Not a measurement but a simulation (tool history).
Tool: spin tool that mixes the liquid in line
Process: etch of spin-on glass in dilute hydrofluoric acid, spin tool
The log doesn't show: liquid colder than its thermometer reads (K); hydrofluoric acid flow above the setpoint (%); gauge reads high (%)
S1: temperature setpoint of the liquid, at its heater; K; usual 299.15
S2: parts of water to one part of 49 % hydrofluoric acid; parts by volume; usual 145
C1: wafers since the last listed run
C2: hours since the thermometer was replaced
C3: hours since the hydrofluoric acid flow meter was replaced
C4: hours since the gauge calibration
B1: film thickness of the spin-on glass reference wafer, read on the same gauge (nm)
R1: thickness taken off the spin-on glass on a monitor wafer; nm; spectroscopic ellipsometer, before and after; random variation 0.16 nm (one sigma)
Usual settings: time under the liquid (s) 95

Run 1, hour 0: usual settings but S2 120 parts by volume; C1 0; C2 605.4; C3 1290.1; C4 2147.1; B1 140. Result: R1 36.48 nm.
Run 2, hour 102.8: usual settings but S2 120 parts by volume; C1 615; C2 708.2; C3 1392.9; C4 2249.9; B1 140.03. Result: R1 36.27 nm.
Run 3, hour 159: usual settings but S1 302.65 K; C1 336; C2 764.4; C3 1449.1; C4 2306.1; B1 140.05. Result: R1 33.06 nm.
Run 4, hour 229.4: usual settings but S1 302.65 K; C1 421; C2 834.8; C3 1519.5; C4 2376.5; B1 140.01. Result: R1 33.34 nm.
Run 5, hour 299.5: usual settings; C1 419; C2 904.9; C3 1589.6; C4 2446.6; B1 139.98. Result: R1 29.25 nm.
Run 6, hour 379.4: usual settings; C1 478; C2 984.8; C3 1669.5; C4 2526.5; B1 140.01. Result: R1 29.1 nm.
At hour 398.6: hydrofluoric acid flow meter replaced.
Run 7, hour 466.2: usual settings; C1 513; C2 1071.6; C3 67.6; C4 2613.3; B1 139.98. Result: R1 27.16 nm.
Run 8, hour 534: usual settings; C1 405; C2 1139.4; C3 135.4; C4 2681.1; B1 140.03. Result: R1 27.3 nm.
At hour 598.7: gauge calibrated.
Run 9, hour 685.2: usual settings; C1 904; C2 1290.6; C3 286.6; C4 86.5; B1 139.99. Result: R1 27.21 nm.
Run 10, hour 727.3: usual settings but S2 170 parts by volume; C1 251; C2 1332.7; C3 328.7; C4 128.6; B1 140. Result: R1 22.59 nm.
Run 11, hour 795.9: usual settings but S1 296.65 K, S2 200 parts by volume; C1 410; C2 1401.3; C3 397.3; C4 197.2; B1 140.03. Result: R1 16.96 nm.
Run 12, hour 869.3: usual settings but S1 304.15 K, S2 120 parts by volume, time under the liquid (s) 120; C1 439; C2 1474.7; C3 470.7; C4 270.6; B1 139.96. Result: R1 51.21 nm.
At hour 919.4: thermometer replaced.
Run 13, hour 943.6: usual settings; C1 438; C2 24.2; C3 545; C4 344.9; B1 139.99. Result: R1 29.02 nm.
Run 14, hour 1042.8: usual settings; C1 593; C2 123.4; C3 644.2; C4 444.1; B1 139.96. Result: R1 29.49 nm.
Run 15, hour 1083.8: usual settings; C1 245; C2 164.4; C3 685.2; C4 485.1; B1 140.02. Result: R1 29.3 nm.
Run 16, hour 1123.2: usual settings; C1 235; C2 203.8; C3 724.6; C4 524.5; B1 140.02. Result: R1 29.22 nm.
Run 17, hour 1402.8: usual settings but S1 303.15 K, time under the liquid (s) 150; C1 1673; C2 483.4; C3 1004.2; C4 804.1; B1 139.98. Result: R1 53.48 nm.
Run 18, hour 1466.3: usual settings but S1 301.65 K, S2 170 parts by volume; C1 379; C2 546.9; C3 1067.7; C4 867.6; B1 140.02. Result: R1 26.2 nm.
Run 19, hour 1514.6: usual settings but S1 302.15 K, S2 185 parts by volume, time under the liquid (s) 70; C1 289; C2 595.2; C3 1116; C4 915.9; B1 140.01. Result: R1 17.7 nm.
Run 20, hour 1557.6: usual settings; C1 257; C2 638.2; C3 1159; C4 958.9; B1 139.98. Result: R1 28.95 nm.
Run 21, hour 1639.3: usual settings but S1 296.15 K, S2 105 parts by volume, time under the liquid (s) 145; C1 488; C2 719.9; C3 1240.7; C4 1040.6; B1 139.97. Result: R1 56.62 nm.
Run 22, hour 1716.1: usual settings but S1 302.15 K, S2 95 parts by volume, time under the liquid (s) 140; C1 459; C2 796.7; C3 1317.5; C4 1117.4; B1 139.95. Result: R1 77.74 nm.
Run 23, hour 1801.2: usual settings but S1 296.65 K, S2 170 parts by volume, time under the liquid (s) 50; C1 509; C2 881.8; C3 1402.6; C4 1202.5; B1 140.03. Result: R1 11.48 nm.
Run 24, hour 1986.1: usual settings; C1 1106; C2 1066.7; C3 1587.5; C4 1387.4; B1 140.02. Result: R1 28.7 nm.
Run 25, hour 2061.8: usual settings but S2 125 parts by volume; C1 452; C2 1142.4; C3 1663.2; C4 1463.1; B1 140. Result: R1 34.17 nm.
Run 26, hour 2361.2: usual settings but S1 302.15 K, S2 165 parts by volume, time under the liquid (s) 50; C1 1791; C2 1441.8; C3 1962.6; C4 1762.5; B1 140.04. Result: R1 14.64 nm.
Run 27, hour 2426.9: usual settings but S1 301.65 K, time under the liquid (s) 40; C1 393; C2 1507.5; C3 2028.3; C4 1828.2; B1 139.95. Result: R1 13.25 nm.
At hour 2463.6: thermometer replaced.
At hour 2477: hydrofluoric acid flow meter replaced.
Run 28, hour 2490.2: usual settings; C1 366; C2 26.6; C3 13.2; C4 1891.5; B1 140. Result: R1 28.67 nm.
Run 29, hour 2538.6: usual settings but S1 302.15 K; C1 289; C2 75; C3 61.6; C4 1939.9; B1 139.99. Result: R1 31.78 nm.
Run 30, hour 2595.9: usual settings but S1 295.65 K, S2 185 parts by volume; C1 342; C2 132.3; C3 118.9; C4 1997.2; B1 139.99. Result: R1 18.89 nm.
Run 31, hour 2650.1: usual settings but S1 297.15 K; C1 324; C2 186.5; C3 173.1; C4 2051.4; B1 140.01. Result: R1 26.53 nm.
Run 32, hour 2717.7: usual settings; C1 404; C2 254.1; C3 240.7; C4 2119; B1 139.98. Result: R1 28.73 nm.

Forecast each of these 5 alternatives for the next run:
Run A, hour 2718.1: usual settings but S2 165 parts by volume; C1 2; C2 254.5; C3 241.1; C4 2119.4; B1 ?. Result: R1 ?.
Run B, hour 2718.1: usual settings but S1 301.15 K, S2 90 parts by volume, time under the liquid (s) 140; C1 2; C2 254.5; C3 241.1; C4 2119.4; B1 ?. Result: R1 ?.
Run C, hour 2718.1: usual settings but S1 302.65 K, S2 190 parts by volume, time under the liquid (s) 75; C1 2; C2 254.5; C3 241.1; C4 2119.4; B1 ?. Result: R1 ?.
Run D, hour 2718.1: usual settings but S2 175 parts by volume; C1 2; C2 254.5; C3 241.1; C4 2119.4; B1 ?. Result: R1 ?.
Run E, hour 2718.1: usual settings but S2 185 parts by volume, time under the liquid (s) 125; C1 2; C2 254.5; C3 241.1; C4 2119.4; B1 ?. Result: R1 ?.

run      B1     R1
  A  139.99  24.36
  B  139.99  77.91
  C  139.99  18.41
  D  139.99   22.7
  E  139.99  27.94
Without the tool's hidden state the same runs would have given:
run     R1
  A  24.57
  B  78.73
  C  18.55
  D   22.9
  E  28.18
